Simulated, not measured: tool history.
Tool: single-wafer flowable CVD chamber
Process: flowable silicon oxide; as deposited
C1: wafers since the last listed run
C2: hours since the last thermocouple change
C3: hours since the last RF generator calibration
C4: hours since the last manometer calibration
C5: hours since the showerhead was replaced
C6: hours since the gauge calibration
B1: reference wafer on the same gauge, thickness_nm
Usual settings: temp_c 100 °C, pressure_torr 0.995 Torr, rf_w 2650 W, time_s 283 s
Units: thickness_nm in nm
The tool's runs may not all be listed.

run 1 hour=0 | temp_c=100 pressure_torr=0.995 rf_w=2650 time_s=283 | C1=0 C2=1101.6 C3=1082.7 C4=1639.5 C5=6676.3 C6=127.6 | B1=171.099 | thickness_nm=220.824
-- hour=35.1 thermocouple changed; heater temperature recalibrated
run 2 hour=35.6 | temp_c=100 pressure_torr=0.995 rf_w=2650 time_s=283 | C1=97 C2=0.5 C3=1118.3 C4=1675.1 C5=6711.9 C6=163.2 | B1=170.987 | thickness_nm=206.437
run 3 hour=99.4 | temp_c=100 pressure_torr=0.995 rf_w=2650 time_s=283 | C1=224 C2=64.3 C3=1182.1 C4=1738.9 C5=6775.7 C6=227 | B1=171.146 | thickness_nm=209.075
run 4 hour=152.4 | temp_c=100 pressure_torr=0.995 rf_w=2650 time_s=283 | C1=186 C2=117.3 C3=1235.1 C4=1791.9 C5=6828.7 C6=280 | B1=171.281 | thickness_nm=209.073
run 5 hour=191 | temp_c=100 pressure_torr=1.078 rf_w=2650 time_s=254 | C1=135 C2=155.9 C3=1273.7 C4=1830.5 C5=6867.3 C6=318.6 | B1=170.816 | thickness_nm=204.212
run 6 hour=263 | temp_c=100 pressure_torr=0.995 rf_w=2945 time_s=283 | C1=253 C2=227.9 C3=1345.7 C4=1902.5 C5=6939.3 C6=390.6 | B1=171.137 | thickness_nm=214.675
-- hour=376.5 RF generator calibrated
run 7 hour=401.4 | temp_c=94 pressure_torr=0.995 rf_w=2170 time_s=283 | C1=459 C2=366.3 C3=24.9 C4=2040.9 C5=7077.7 C6=529 | B1=170.828 | thickness_nm=255.101
run 8 hour=447 | temp_c=91 pressure_torr=0.995 rf_w=2990 time_s=283 | C1=160 C2=411.9 C3=70.5 C4=2086.5 C5=7123.3 C6=574.6 | B1=171.048 | thickness_nm=304.503
run 9 hour=504.9 | temp_c=109 pressure_torr=0.786 rf_w=3110 time_s=253 | C1=203 C2=469.8 C3=128.4 C4=2144.4 C5=7181.2 C6=632.5 | B1=171.389 | thickness_nm=113.37
run 10 hour=544.6 | temp_c=100 pressure_torr=0.995 rf_w=2650 time_s=283 | C1=139 C2=509.5 C3=168.1 C4=2184.1 C5=7220.9 C6=672.2 | B1=171.437 | thickness_nm=216.323
run 11 hour=587.1 | temp_c=100 pressure_torr=0.995 rf_w=2245 time_s=249 | C1=149 C2=552 C3=210.6 C4=2226.6 C5=7263.4 C6=714.7 | B1=171.042 | thickness_nm=182.664
run 12 hour=621.4 | temp_c=92 pressure_torr=0.891 rf_w=2405 time_s=325 | C1=120 C2=586.3 C3=244.9 C4=2260.9 C5=7297.7 C6=749 | B1=170.862 | thickness_nm=299.162
run 13 hour=683.3 | temp_c=100 pressure_torr=0.995 rf_w=2650 time_s=283 | C1=217 C2=648.2 C3=306.8 C4=2322.8 C5=7359.6 C6=810.9 | B1=170.842 | thickness_nm=218.878
-- hour=729.6 capacitance manometer re-zeroed and calibrated
run 14 hour=730.1 | temp_c=100 pressure_torr=1.211 rf_w=2650 time_s=329 | C1=136 C2=695 C3=353.6 C4=0.5 C5=7406.4 C6=857.7 | B1=171.172 | thickness_nm=300.49
run 15 hour=758.5 | temp_c=113 pressure_torr=0.777 rf_w=3145 time_s=256 | C1=99 C2=723.4 C3=382 C4=28.9 C5=7434.8 C6=886.1 | B1=170.867 | thickness_nm=98.461
run 16 hour=820.6 | temp_c=100 pressure_torr=0.995 rf_w=2650 time_s=298 | C1=218 C2=785.5 C3=444.1 C4=91 C5=7496.9 C6=948.2 | B1=171.188 | thickness_nm=227.433
run 17 hour=879.8 | temp_c=100 pressure_torr=0.995 rf_w=2650 time_s=283 | C1=208 C2=844.7 C3=503.3 C4=150.2 C5=7556.1 C6=1007.4 | B1=171.097 | thickness_nm=217.123
-- hour=894.4 showerhead replaced
run 18 hour=932.3 | temp_c=100 pressure_torr=0.906 rf_w=2515 time_s=283 | C1=156 C2=897.2 C3=555.8 C4=202.7 C5=37.9 C6=1059.9 | B1=170.877 | thickness_nm=198.512

The next listed run, before its measurement:
run 19 hour=970.7 | temp_c=100 pressure_torr=0.995 rf_w=2225 time_s=260 | C1=135 C2=935.6 C3=594.2 C4=241.1 C5=76.3 C6=1098.3 | B1=? | thickness_nm=?

B1: 171.312
thickness_nm: 193.524 nm
Without the tool's hidden state the same run would have given thickness_nm 185.377 nm.

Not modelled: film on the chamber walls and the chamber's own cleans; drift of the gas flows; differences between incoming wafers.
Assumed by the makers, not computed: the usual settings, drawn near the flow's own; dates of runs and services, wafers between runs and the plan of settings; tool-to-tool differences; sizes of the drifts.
